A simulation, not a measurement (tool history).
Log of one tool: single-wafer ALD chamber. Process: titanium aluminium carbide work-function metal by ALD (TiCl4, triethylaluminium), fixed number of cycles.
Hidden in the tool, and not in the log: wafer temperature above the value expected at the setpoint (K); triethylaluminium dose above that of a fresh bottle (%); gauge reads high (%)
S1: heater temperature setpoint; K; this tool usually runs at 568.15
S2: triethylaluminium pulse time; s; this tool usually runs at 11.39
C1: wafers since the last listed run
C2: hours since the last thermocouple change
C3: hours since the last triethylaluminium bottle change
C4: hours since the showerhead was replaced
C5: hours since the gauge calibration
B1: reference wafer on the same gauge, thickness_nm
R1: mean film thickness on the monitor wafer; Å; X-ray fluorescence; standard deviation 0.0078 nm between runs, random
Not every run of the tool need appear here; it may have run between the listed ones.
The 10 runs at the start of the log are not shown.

run 11 hour=461.3 | S1=568.15 S2=11.39 | C1=346 C2=1383.0 C3=207.1 C4=5643.1 C5=1462.0 | B1=2.019 | R1=19.49
run 12 hour=502.8 | S1=568.15 S2=11.39 | C1=506 C2=1424.5 C3=248.6 C4=5684.6 C5=1503.5 | B1=2.026 | R1=19.35
run 13 hour=539.6 | S1=568.15 S2=11.39 | C1=448 C2=1461.3 C3=285.4 C4=5721.4 C5=1540.3 | B1=2.017 | R1=19.43
-- hour=572.5 gauge calibrated
run 14 hour=581.3 | S1=568.15 S2=11.39 | C1=508 C2=1503.0 C3=327.1 C4=5763.1 C5=8.8 | B1=2.023 | R1=19.16
run 15 hour=610.5 | S1=568.15 S2=11.39 | C1=356 C2=1532.2 C3=356.3 C4=5792.3 C5=38.0 | B1=2.021 | R1=19.24
run 16 hour=641.0 | S1=568.15 S2=14.67 | C1=371 C2=1562.7 C3=386.8 C4=5822.8 C5=68.5 | B1=2.020 | R1=19.90
run 17 hour=672.1 | S1=568.15 S2=14.67 | C1=379 C2=1593.8 C3=417.9 C4=5853.9 C5=99.6 | B1=2.018 | R1=19.97
-- hour=709.3 showerhead replaced
run 18 hour=709.8 | S1=568.15 S2=11.39 | C1=362 C2=1631.5 C3=455.6 C4=0.5 C5=137.3 | B1=2.023 | R1=19.26
-- hour=747.2 thermocouple changed; heater temperature recalibrated
run 19 hour=757.1 | S1=557.15 S2=11.39 | C1=479 C2=9.9 C3=502.9 C4=47.8 C5=184.6 | B1=2.016 | R1=18.82
run 20 hour=810.3 | S1=556.15 S2=11.39 | C1=648 C2=63.1 C3=556.1 C4=101.0 C5=237.8 | B1=2.020 | R1=18.47

Predict the results of run 21:
run 21 hour=865.9 | S1=564.15 S2=8.93 | C1=678 C2=118.7 C3=611.7 C4=156.6 C5=293.4 | B1=? | R1=?

Run 21 yielded B1 2.021, R1 17.35 Å.
The same run, on a tool lacking any hidden state, would have yielded R1 18.68 Å.
